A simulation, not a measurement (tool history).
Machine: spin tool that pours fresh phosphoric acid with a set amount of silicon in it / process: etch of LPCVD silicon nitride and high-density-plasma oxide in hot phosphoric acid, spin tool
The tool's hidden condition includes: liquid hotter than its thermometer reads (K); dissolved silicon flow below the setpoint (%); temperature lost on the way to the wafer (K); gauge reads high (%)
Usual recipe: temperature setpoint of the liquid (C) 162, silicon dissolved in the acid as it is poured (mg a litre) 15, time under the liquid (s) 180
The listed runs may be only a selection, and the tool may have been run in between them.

run   hour  temperature setpoint of the liquid (C)  silicon dissolved in the acid as it is poured (mg a litre)  time under the liquid (s)  wafers since the last listed run  hours since the thermometer was replaced  hours since the dissolved silicon flow meter was replaced  hours since the heated supply line was repaired  hours since the gauge calibration  read-back film thickness of the LPCVD silicon nitride reference wafer, read on the same gauge (nm)  thickness taken off the LPCVD silicon nitride on a monitor wafer (Å)
  1      0                                   163.5                                                          15                        180                                 0                                    1148.4                                                      242.9                                           2649.9                              161.9                                                                                               90.02                                                                 157.8
  2   28.5                                   163.5                                                          15                        180                               211                                    1176.9                                                      271.4                                           2678.4                              190.4                                                                                               89.99                                                                 158.2
  3   40.8                                   160.5                                                          15                        180                                91                                    1189.2                                                      283.7                                           2690.7                              202.7                                                                                                  90                                                                 143.7
  4   75.6                                     164                                                          11                        180                               258                                      1224                                                      318.5                                           2725.5                              237.5                                                                                               90.01                                                                 161.2
  5  110.3                                     164                                                          11                        180                               257                                    1258.7                                                      353.2                                           2760.2                              272.2                                                                                               89.98                                                                 160.3
  6    138                                     162                                                          15                        255                               205                                    1286.4                                                      380.9                                           2787.9                              299.9                                                                                               90.01                                                                 213.3
     167.7  -- dissolved silicon flow meter replaced
  7  168.2                                     162                                                          15                        255                               216                                    1316.6                                                        0.5                                           2818.1                              330.1                                                                                                  90                                                                 211.7
  8  183.4                                     162                                                          15                        255                               112                                    1331.8                                                       15.7                                           2833.3                              345.3                                                                                               90.03                                                                   212
     183.9  -- gauge calibrated
       198  -- thermometer replaced
  9  210.8                                     162                                                          15                        180                               195                                      12.8                                                       43.1                                           2860.7                               26.9                                                                                                  90                                                                 149.9
     214.4  -- heated supply line repaired
 10  227.7                                     162                                                          15                        180                               117                                      29.7                                                         60                                             13.3                               43.8                                                                                               89.97                                                                 170.3
 11  257.9                                     162                                                          15                        180                               224                                      59.9                                                       90.2                                             43.5                                 74                                                                                               90.02                                                                 169.5
 12  282.7                                     162                                                        20.5                        180                               184                                      84.7                                                        115                                             68.3                               98.8                                                                                               89.98                                                                 168.3
 13  314.8                                     164                                                          15                        180                               238                                     116.8                                                      147.1                                            100.4                              130.9                                                                                                  90                                                                 180.3
 14  350.4                                     162                                                          15                        255                               264                                     152.4                                                      182.7                                              136                              166.5                                                                                               90.02                                                                 239.7
 15  370.2                                     162                                                         8.5                        105                               146                                     172.2                                                      202.5                                            155.8                              186.3                                                                                               90.02                                                                  98.1
 16  382.4                                     165                                                         5.5                        115                                90                                     184.4                                                      214.7                                              168                              198.5                                                                                               90.02                                                                 119.5
 17  401.9                                     164                                                        22.5                        240                               144                                     203.9                                                      234.2                                            187.5                                218                                                                                               89.99                                                                 240.1
 18  418.7                                     163                                                         7.5                        290                               124                                     220.7                                                        251                                            204.3                              234.8                                                                                               89.98                                                                 277.9
 19  453.3                                   159.5                                                          15                        180                               256                                     255.3                                                      285.6                                            238.9                              269.4                                                                                               90.02                                                                 154.8
     471.2  -- gauge calibrated
 20  475.8                                     161                                                          15                        245                               166                                     277.8                                                      308.1                                            261.4                                4.6                                                                                               90.05                                                                 221.3

Branching from run 20: 3 alternative next runs. What would each branch give?
  A  476.3                                     162                                                          15                        210                                 3                                     278.3                                                      308.6                                            261.9                                5.1                                                                                                   ?                                                                     ?
  B  476.3                                     162                                                          23                        180                                 3                                     278.3                                                      308.6                                            261.9                                5.1                                                                                                   ?                                                                     ?
  C  476.3                                     165                                                        24.5                        250                                 3                                     278.3                                                      308.6                                            261.9                                5.1                                                                                                   ?                                                                     ?

run  read-back film thickness of the LPCVD silicon nitride reference wafer, read on the same gauge (nm)  thickness taken off the LPCVD silicon nitride on a monitor wafer (Å)
  A                                                                                                  90                                                                 195.6
  B                                                                                                  90                                                                 167.6
  C                                                                                                  90                                                                 257.2
Had the tool no hidden state, the same runs would have come out as:
run  thickness taken off the LPCVD silicon nitride on a monitor wafer (Å)
  A                                                                 201.4
  B                                                                 172.6
  C                                                                 264.7

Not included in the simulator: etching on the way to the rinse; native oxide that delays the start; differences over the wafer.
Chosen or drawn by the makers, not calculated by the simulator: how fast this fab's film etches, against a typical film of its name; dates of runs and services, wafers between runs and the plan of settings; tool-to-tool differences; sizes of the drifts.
